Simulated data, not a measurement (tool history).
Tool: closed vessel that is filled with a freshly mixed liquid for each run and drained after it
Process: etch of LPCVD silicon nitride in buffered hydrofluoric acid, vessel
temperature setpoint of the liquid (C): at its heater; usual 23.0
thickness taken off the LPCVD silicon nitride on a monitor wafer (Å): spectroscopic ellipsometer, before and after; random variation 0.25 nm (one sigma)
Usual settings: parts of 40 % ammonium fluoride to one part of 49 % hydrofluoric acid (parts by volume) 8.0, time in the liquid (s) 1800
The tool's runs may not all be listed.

| run | hour | temperature setpoint of the liquid (C) | parts of 40 % ammonium fluoride to one part of 49 % hydrofluoric acid (parts by volume) | time in the liquid (s) | read-back film thickness of the LPCVD silicon nitride reference wafer, read on the same gauge (nm) | thickness taken off the LPCVD silicon nitride on a monitor wafer (Å) |
|---|---|---|---|---|---|---|
| 1 | 0.0 | 23.0 | 7.0 | 1800 | 139.98 | 384.2 |
| 2 | 14.1 | 23.0 | 7.0 | 1800 | 139.99 | 389.9 |
| 3 | 38.7 | 23.0 | 9.0 | 1800 | 140.01 | 295.3 |
| 4 | 64.9 | 23.0 | 9.0 | 1800 | 140.01 | 293.2 |
| 5 | 127.2 | 23.0 | 8.0 | 1800 | 140.03 | 337.4 |
| 6 | 152.7 | 23.0 | 8.0 | 1800 | 140.05 | 336.9 |
| 7 | 171.7 | 23.0 | 8.0 | 1800 | 139.98 | 337.5 |
| 8 | 206.7 | 23.0 | 8.0 | 1800 | 139.95 | 338.3 |
|  | 236.0 | hydrofluoric acid flow meter replaced |
| 9 | 282.9 | 23.0 | 8.0 | 1800 | 140.00 | 337.9 |
| 10 | 308.9 | 23.0 | 8.0 | 1800 | 140.01 | 342.9 |
| 11 | 341.9 | 23.0 | 8.0 | 1800 | 139.99 | 343.0 |
|  | 344.4 | thermometer replaced |
| 12 | 376.5 | 23.0 | 8.0 | 2360 | 139.99 | 475.1 |
| 13 | 397.0 | 21.5 | 8.0 | 1800 | 140.00 | 337.0 |
| 14 | 423.7 | 25.5 | 8.0 | 1800 | 140.01 | 424.1 |
| 15 | 439.1 | 23.0 | 5.0 | 1800 | 140.01 | 564.4 |
| 16 | 461.0 | 21.5 | 8.0 | 1235 | 139.97 | 235.8 |
| 17 | 476.1 | 19.0 | 5.0 | 1800 | 140.02 | 460.9 |
|  | 491.6 | thermometer replaced, repeated, since the last time left the tool worse |
| 18 | 497.9 | 23.0 | 8.0 | 1800 | 139.97 | 320.7 |
|  | 511.9 | gauge calibrated |
| 19 | 512.5 | 25.0 | 8.0 | 1800 | 140.01 | 362.1 |
| 20 | 524.7 | 23.0 | 5.0 | 1800 | 140.02 | 495.5 |
| 21 | 555.5 | 25.0 | 5.5 | 925 | 139.99 | 261.3 |
| 22 | 583.3 | 23.0 | 5.5 | 1800 | 140.00 | 460.2 |
| 23 | 614.4 | 23.0 | 8.0 | 1800 | 140.01 | 325.7 |
| 24 | 642.9 | 23.0 | 8.0 | 1800 | 139.98 | 325.3 |
| 25 | 678.9 | 27.5 | 9.5 | 2365 | 140.00 | 471.8 |

Forecast each of these 5 alternatives for the next run:
| A | 680.0 | 23.0 | 8.0 | 1800 | ? | ? |
| B | 680.0 | 23.0 | 10.0 | 1800 | ? | ? |
| C | 680.0 | 23.0 | 10.0 | 2400 | ? | ? |
| D | 680.0 | 20.0 | 6.5 | 2685 | ? | ? |
| E | 680.0 | 23.0 | 8.0 | 2590 | ? | ? |

| run | read-back film thickness of the LPCVD silicon nitride reference wafer, read on the same gauge (nm) | thickness taken off the LPCVD silicon nitride on a monitor wafer (Å) |
|---|---|---|
| A | 140.01 | 322.9 |
| B | 140.01 | 265.9 |
| C | 140.01 | 354.6 |
| D | 140.01 | 502.9 |
| E | 140.01 | 464.6 |
Without the tool's hidden state the same runs would have given:
| run | thickness taken off the LPCVD silicon nitride on a monitor wafer (Å) |
|---|---|
| A | 314.7 |
| B | 259.2 |
| C | 345.6 |
| D | 489.8 |
| E | 452.8 |
